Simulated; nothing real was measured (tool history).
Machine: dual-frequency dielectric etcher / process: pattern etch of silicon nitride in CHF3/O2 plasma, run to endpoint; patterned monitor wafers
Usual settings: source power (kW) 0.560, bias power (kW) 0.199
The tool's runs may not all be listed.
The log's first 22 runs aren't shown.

| run | day | source power (kW) | bias power (kW) | wafers since the last listed run | hours since the last wet clean | hours since the last source power generator calibration | hours since the last bias power generator calibration | hours since the last upper electrode change | incoming incoming film thickness, nm | endpoint time (s) |
|---|---|---|---|---|---|---|---|---|---|---|
| 23 | 30.096 | 0.560 | 0.199 | 106 | 109.4 | 182.2 | 118.0 | 590.0 | 82.6 | 55.1 |
| 24 | 30.712 | 0.660 | 0.186 | 104 | 124.2 | 197.0 | 132.8 | 604.8 | 82.9 | 53.8 |
| 25 | 31.371 | 0.460 | 0.181 | 111 | 140.0 | 212.8 | 148.6 | 620.6 | 83.5 | 61.2 |
| 26 | 32.046 | 0.630 | 0.199 | 114 | 156.2 | 229.0 | 164.8 | 636.8 | 83.4 | 52.9 |
| 27 | 35.729 | 0.640 | 0.176 | 623 | 244.6 | 317.4 | 253.2 | 725.2 | 82.3 | 53.4 |
| 28 | 37.138 | 0.690 | 0.249 | 238 | 278.4 | 351.2 | 287.0 | 759.0 | 82.2 | 46.2 |
| 29 | 37.704 | 0.430 | 0.154 | 95 | 292.0 | 364.8 | 300.6 | 772.6 | 82.3 | 64.1 |
|  | 41.429 | wet clean of the chamber |
| 30 | 41.450 | 0.560 | 0.168 | 464 | 0.5 | 454.7 | 390.5 | 862.5 | 82.4 | 58.8 |
| 31 | 42.012 | 0.660 | 0.223 | 95 | 14.0 | 468.2 | 404.0 | 876.0 | 82.8 | 50.2 |
| 32 | 42.842 | 0.560 | 0.199 | 140 | 33.9 | 488.1 | 423.9 | 895.9 | 83.2 | 55.6 |
| 33 | 43.550 | 0.560 | 0.199 | 119 | 50.9 | 505.1 | 440.9 | 912.9 | 82.5 | 54.9 |
| 34 | 44.071 | 0.630 | 0.230 | 88 | 63.4 | 517.6 | 453.4 | 925.4 | 82.1 | 50.0 |

What if the next run were any one of these 5? Each begins from the tool's condition after run 34:
| A | 44.088 | 0.560 | 0.199 | 2 | 63.8 | 518.0 | 453.8 | 925.8 | 83.0 | ? |
| B | 44.088 | 0.520 | 0.182 | 2 | 63.8 | 518.0 | 453.8 | 925.8 | 83.0 | ? |
| C | 44.088 | 0.480 | 0.215 | 2 | 63.8 | 518.0 | 453.8 | 925.8 | 83.0 | ? |
| D | 44.088 | 0.450 | 0.164 | 2 | 63.8 | 518.0 | 453.8 | 925.8 | 83.0 | ? |
| E | 44.088 | 0.520 | 0.167 | 2 | 63.8 | 518.0 | 453.8 | 925.8 | 83.0 | ? |

| run | endpoint time (s) |
|---|---|
| A | 55.5 |
| B | 58.7 |
| C | 57.1 |
| D | 63.9 |
| E | 60.4 |
Take away the tool's hidden state, keep each run's random variation, and the runs would have read:
| run | endpoint time (s) |
|---|---|
| A | 55.9 |
| B | 59.1 |
| C | 57.5 |
| D | 64.4 |
| E | 60.8 |

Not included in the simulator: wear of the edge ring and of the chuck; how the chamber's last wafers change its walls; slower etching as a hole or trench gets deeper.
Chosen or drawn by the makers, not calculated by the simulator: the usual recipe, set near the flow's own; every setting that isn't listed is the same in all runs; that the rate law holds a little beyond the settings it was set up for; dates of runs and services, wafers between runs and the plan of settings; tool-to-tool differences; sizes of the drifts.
